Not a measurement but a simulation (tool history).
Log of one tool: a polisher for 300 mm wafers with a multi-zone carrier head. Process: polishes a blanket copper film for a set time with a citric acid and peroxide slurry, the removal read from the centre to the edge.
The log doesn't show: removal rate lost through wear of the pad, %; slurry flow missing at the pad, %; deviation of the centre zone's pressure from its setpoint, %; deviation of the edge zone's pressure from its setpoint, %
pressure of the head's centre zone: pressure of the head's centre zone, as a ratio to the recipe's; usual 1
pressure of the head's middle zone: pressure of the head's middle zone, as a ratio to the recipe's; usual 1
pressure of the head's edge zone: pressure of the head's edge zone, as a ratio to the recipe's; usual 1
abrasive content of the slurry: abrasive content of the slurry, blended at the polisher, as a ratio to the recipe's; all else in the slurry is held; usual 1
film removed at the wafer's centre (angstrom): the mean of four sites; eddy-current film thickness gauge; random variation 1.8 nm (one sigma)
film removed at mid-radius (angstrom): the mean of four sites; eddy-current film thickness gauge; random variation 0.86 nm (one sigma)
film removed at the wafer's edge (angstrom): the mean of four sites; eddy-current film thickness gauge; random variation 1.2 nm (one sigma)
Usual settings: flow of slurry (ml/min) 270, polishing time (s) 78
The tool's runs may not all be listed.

run,hour,flow of slurry (ml/min),pressure of the head's centre zone,pressure of the head's middle zone,pressure of the head's edge zone,abrasive content of the slurry,polishing time (s),wafers since the last listed run,wafers polished on this pad,hours since the slurry nozzle was cleaned,hours since the centre zone pressure was calibrated,hours since the edge zone pressure was calibrated,hours since the carrier head's membrane was replaced,"incoming thickness of the incoming film, nm",film removed at the wafer's centre (angstrom),film removed at mid-radius (angstrom),film removed at the wafer's edge (angstrom)
1,0,270,1,1,1,1.2,78,0,3313,175.3,24.7,215.7,548.2,1127.6,1353,1297,1307
# hour 62.4: carrier head's membrane replaced by a new one
2,62.9,270,1,1,1,1.2,78,875,4189,238.2,87.6,278.6,0.5,1117.7,1336,1302,1302
3,101.1,270,1.04,1,1,1,78,577,4766,276.4,125.8,316.8,38.7,1103.5,1350,1261,1271
# hour 136.1: worn pad replaced by a new one
4,166.5,270,1.04,1,1,1,78,928,460,341.8,191.2,382.2,104.1,1103,1367,1274,1276
5,202.7,270,1.04,1,1,1,78,547,1007,378,227.4,418.4,140.3,1125,1354,1267,1300
6,243.3,270,1,1,1,1,78,614,1622,418.6,268,459,180.9,1114.1,1322,1276,1287
# hour 279.3: slurry nozzle cleaned
7,300.4,270,1,1,1,1,78,848,2470,21.1,325.1,516.1,238,1126.2,1292,1264,1281
8,405.3,270,1,1,1,1,78,1586,4057,126,430,621,342.9,1121.8,1303,1275,1274
9,512.3,270,1,1,1,1,78,1618,5676,233,537,728,449.9,1102,1301,1263,1275
# hour 561.3: worn pad replaced by a new one
10,587.8,270,1,1,1,1,78,1081,401,308.5,612.5,803.5,525.4,1137,1317,1262,1300
# hour 654: carrier head's membrane replaced by a new one
11,654.5,305,0.91,1,1,1.1,78,933,1334,375.2,679.2,870.2,0.5,1123.5,1223,1299,1290
# hour 747.1: centre zone pressure recalibrated
12,748.2,270,1,1,1.05,1,78,1387,2721,468.9,1.1,963.9,94.2,1138,1307,1272,1316
# hour 804.3: slurry nozzle cleaned
13,818.2,325,0.94,1,1,0.85,99,1043,3765,13.9,71.1,1033.9,164.2,1121.7,1567,1616,1606
# hour 955.8: edge zone pressure recalibrated
# hour 972.5: worn pad replaced by a new one
14,1008.1,270,1.08,1.08,1,1,58,2781,537,203.8,261,52.3,354.1,1114.6,1024,1014,953
15,1046.3,270,1,1,1,1,78,577,1115,242,299.2,90.5,392.3,1124.9,1307,1264,1277
16,1143,270,1,1,1.03,1,95,1462,2578,338.7,395.9,187.2,489,1120,1567,1559,1580
# hour 1215.2: slurry nozzle cleaned
17,1223.9,270,1,1,1,1,78,1208,3787,8.7,476.8,268.1,569.9,1142.8,1295,1256,1289
# hour 1262.1: carrier head's membrane replaced by a new one
18,1325.6,270,1,0.91,1,1,97,1462,5249,110.4,578.5,369.8,63.5,1121.3,1616,1460,1594
# hour 1407.5: worn pad replaced by a new one
19,1605.4,270,1,1.08,1,1.2,78,4171,2993,390.2,858.3,649.6,343.3,1123.7,1349,1383,1304
# hour 1627.5: slurry nozzle cleaned
20,1675.1,270,1,1,1,1,78,1039,4032,47.6,928,719.3,413,1106.6,1304,1270,1268
21,1743,270,1,1,1,1,78,1027,5059,115.5,995.9,787.2,480.9,1128.3,1296,1268,1275
# hour 1776.7: centre zone pressure recalibrated
22,1800.1,270,1.09,1.08,1.09,1,78,833,5892,172.6,23.4,844.3,538,1134,1440,1362,1319

Forecast each of these 3 alternatives for the next run:
A,1800.5,270,1,1,1,1.1,78,6,5899,173,23.8,844.7,538.4,1117.8,?,?,?
B,1800.5,245,1,1,1.1,1,78,6,5899,173,23.8,844.7,538.4,1117.8,?,?,?
C,1800.5,340,1,1,1,1.25,78,6,5899,173,23.8,844.7,538.4,1117.8,?,?,?

run,film removed at the wafer's centre (angstrom),film removed at mid-radius (angstrom),film removed at the wafer's edge (angstrom)
A,1339,1273,1305
B,1307,1244,1341
C,1396,1324,1350
Without the tool's hidden state the same runs would have given:
run,film removed at the wafer's centre (angstrom),film removed at mid-radius (angstrom),film removed at the wafer's edge (angstrom)
A,1339,1273,1305
B,1307,1244,1341
C,1396,1324,1350
